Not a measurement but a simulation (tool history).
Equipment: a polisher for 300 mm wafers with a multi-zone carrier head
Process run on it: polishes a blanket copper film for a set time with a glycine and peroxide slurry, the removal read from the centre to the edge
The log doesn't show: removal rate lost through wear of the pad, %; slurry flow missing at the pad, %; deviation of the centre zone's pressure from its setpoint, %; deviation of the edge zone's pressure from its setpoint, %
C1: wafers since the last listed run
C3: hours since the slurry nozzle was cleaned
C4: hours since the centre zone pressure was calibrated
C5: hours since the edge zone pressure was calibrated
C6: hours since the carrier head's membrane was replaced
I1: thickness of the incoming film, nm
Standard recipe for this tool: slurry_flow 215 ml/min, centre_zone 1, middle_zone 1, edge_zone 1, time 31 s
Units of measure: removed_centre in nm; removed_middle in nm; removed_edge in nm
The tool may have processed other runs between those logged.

run 1 hour=0 | slurry_flow=215 centre_zone=1 middle_zone=1 edge_zone=1 time=33 | C1=0 wafers_polished_on_this_pad=1015 C3=15.5 C4=1399 C5=632.9 C6=565.5 | I1=1535.7 | removed_centre=118.7 removed_middle=121.2 removed_edge=120.4
run 2 hour=14.4 | slurry_flow=215 centre_zone=1 middle_zone=1 edge_zone=1 time=33 | C1=118 wafers_polished_on_this_pad=1134 C3=29.9 C4=1413.4 C5=647.3 C6=579.9 | I1=1550.6 | removed_centre=119.2 removed_middle=119.5 removed_edge=120.6
-- hour=31.3 worn pad replaced by a new one
run 3 hour=31.8 | slurry_flow=215 centre_zone=1 middle_zone=1 edge_zone=1 time=28 | C1=110 wafers_polished_on_this_pad=4 C3=47.3 C4=1430.8 C5=664.7 C6=597.3 | I1=1568.2 | removed_centre=101.9 removed_middle=100.6 removed_edge=101.5
run 4 hour=34.7 | slurry_flow=240 centre_zone=1 middle_zone=1 edge_zone=1 time=31 | C1=23 wafers_polished_on_this_pad=28 C3=50.2 C4=1433.7 C5=667.6 C6=600.2 | I1=1585.1 | removed_centre=115.1 removed_middle=112.8 removed_edge=114.8
run 5 hour=41.9 | slurry_flow=240 centre_zone=1 middle_zone=1 edge_zone=1 time=31 | C1=59 wafers_polished_on_this_pad=87 C3=57.4 C4=1440.9 C5=674.8 C6=607.4 | I1=1556.2 | removed_centre=114.1 removed_middle=113.1 removed_edge=114.1
run 6 hour=52.9 | slurry_flow=215 centre_zone=1 middle_zone=1 edge_zone=1 time=41 | C1=90 wafers_polished_on_this_pad=178 C3=68.4 C4=1451.9 C5=685.8 C6=618.4 | I1=1548.9 | removed_centre=149.8 removed_middle=148.8 removed_edge=151.6
run 7 hour=66.5 | slurry_flow=175 centre_zone=1.09 middle_zone=1 edge_zone=0.92 time=37 | C1=111 wafers_polished_on_this_pad=290 C3=82 C4=1465.5 C5=699.4 C6=632 | I1=1543.8 | removed_centre=144.1 removed_middle=130.5 removed_edge=128
run 8 hour=73.8 | slurry_flow=215 centre_zone=0.94 middle_zone=1 edge_zone=1.12 time=31 | C1=60 wafers_polished_on_this_pad=350 C3=89.3 C4=1472.8 C5=706.7 C6=639.3 | I1=1542.6 | removed_centre=107.3 removed_middle=111.2 removed_edge=117.4
-- hour=88.3 centre zone pressure recalibrated
-- hour=93.4 carrier head's membrane replaced by a new one
run 9 hour=93.9 | slurry_flow=285 centre_zone=0.93 middle_zone=1 edge_zone=1.1 time=24 | C1=107 wafers_polished_on_this_pad=458 C3=109.4 C4=5.6 C5=726.8 C6=0.5 | I1=1537.2 | removed_centre=83.7 removed_middle=89.7 removed_edge=92.9
run 10 hour=98.4 | slurry_flow=215 centre_zone=0.96 middle_zone=1 edge_zone=1 time=31 | C1=37 wafers_polished_on_this_pad=495 C3=113.9 C4=10.1 C5=731.3 C6=5 | I1=1580.3 | removed_centre=108.2 removed_middle=112 removed_edge=112.4
run 11 hour=107.6 | slurry_flow=250 centre_zone=1.1 middle_zone=1.09 edge_zone=0.88 time=31 | C1=75 wafers_polished_on_this_pad=570 C3=123.1 C4=19.3 C5=740.5 C6=14.2 | I1=1580.7 | removed_centre=128.7 removed_middle=118.8 removed_edge=109.9
-- hour=156.4 edge zone pressure recalibrated
run 12 hour=159.3 | slurry_flow=215 centre_zone=1 middle_zone=0.91 edge_zone=0.95 time=21 | C1=409 wafers_polished_on_this_pad=980 C3=174.8 C4=71 C5=2.9 C6=65.9 | I1=1559.1 | removed_centre=76.4 removed_middle=71.5 removed_edge=75.5
run 13 hour=180.7 | slurry_flow=255 centre_zone=1 middle_zone=1 edge_zone=1 time=31 | C1=176 wafers_polished_on_this_pad=1156 C3=196.2 C4=92.4 C5=24.3 C6=87.3 | I1=1582.3 | removed_centre=116.8 removed_middle=113 removed_edge=114.9
run 14 hour=197.9 | slurry_flow=215 centre_zone=1 middle_zone=1 edge_zone=1 time=28 | C1=141 wafers_polished_on_this_pad=1297 C3=213.4 C4=109.6 C5=41.5 C6=104.5 | I1=1587 | removed_centre=102.1 removed_middle=100.4 removed_edge=101.8
run 15 hour=204.3 | slurry_flow=215 centre_zone=1 middle_zone=1 edge_zone=1 time=31 | C1=52 wafers_polished_on_this_pad=1350 C3=219.8 C4=116 C5=47.9 C6=110.9 | I1=1553.8 | removed_centre=113.4 removed_middle=111.2 removed_edge=112.7
-- hour=208.7 worn pad replaced by a new one
run 16 hour=211.8 | slurry_flow=215 centre_zone=1.1 middle_zone=1 edge_zone=1 time=31 | C1=28 wafers_polished_on_this_pad=25 C3=227.3 C4=123.5 C5=55.4 C6=118.4 | I1=1570.6 | removed_centre=123.3 removed_middle=111.7 removed_edge=113.4
run 17 hour=224.9 | slurry_flow=145 centre_zone=1 middle_zone=1.06 edge_zone=1 time=24 | C1=107 wafers_polished_on_this_pad=133 C3=240.4 C4=136.6 C5=68.5 C6=131.5 | I1=1553.5 | removed_centre=82 removed_middle=84.2 removed_edge=85
run 18 hour=242 | slurry_flow=215 centre_zone=1 middle_zone=1 edge_zone=1 time=31 | C1=140 wafers_polished_on_this_pad=274 C3=257.5 C4=153.7 C5=85.6 C6=148.6 | I1=1587.2 | removed_centre=114.2 removed_middle=111.5 removed_edge=113.8
run 19 hour=249.4 | slurry_flow=215 centre_zone=1 middle_zone=1.07 edge_zone=1.06 time=31 | C1=60 wafers_polished_on_this_pad=335 C3=264.9 C4=161.1 C5=93 C6=156 | I1=1562.4 | removed_centre=112.1 removed_middle=117.2 removed_edge=115.4
run 20 hour=265 | slurry_flow=275 centre_zone=1 middle_zone=1.07 edge_zone=1 time=31 | C1=128 wafers_polished_on_this_pad=463 C3=280.5 C4=176.7 C5=108.6 C6=171.6 | I1=1560.5 | removed_centre=115 removed_middle=119.3 removed_edge=116.3
run 21 hour=300.4 | slurry_flow=215 centre_zone=1 middle_zone=1 edge_zone=1 time=33 | C1=291 wafers_polished_on_this_pad=755 C3=315.9 C4=212.1 C5=144 C6=207 | I1=1572.7 | removed_centre=119.3 removed_middle=116.7 removed_edge=120.3
run 22 hour=307.5 | slurry_flow=215 centre_zone=1 middle_zone=1 edge_zone=1.1 time=31 | C1=58 wafers_polished_on_this_pad=813 C3=323 C4=219.2 C5=151.1 C6=214.1 | I1=1572.6 | removed_centre=112 removed_middle=110.7 removed_edge=117.1

The tool's hidden state at each run:
removal rate lost through wear of the pad, %: 0 at every run
slurry flow missing at the pad, %: 0 at every run
deviation of the centre zone's pressure from its setpoint, %: 0 at every run
deviation of the edge zone's pressure from its setpoint, %: 0 at every run
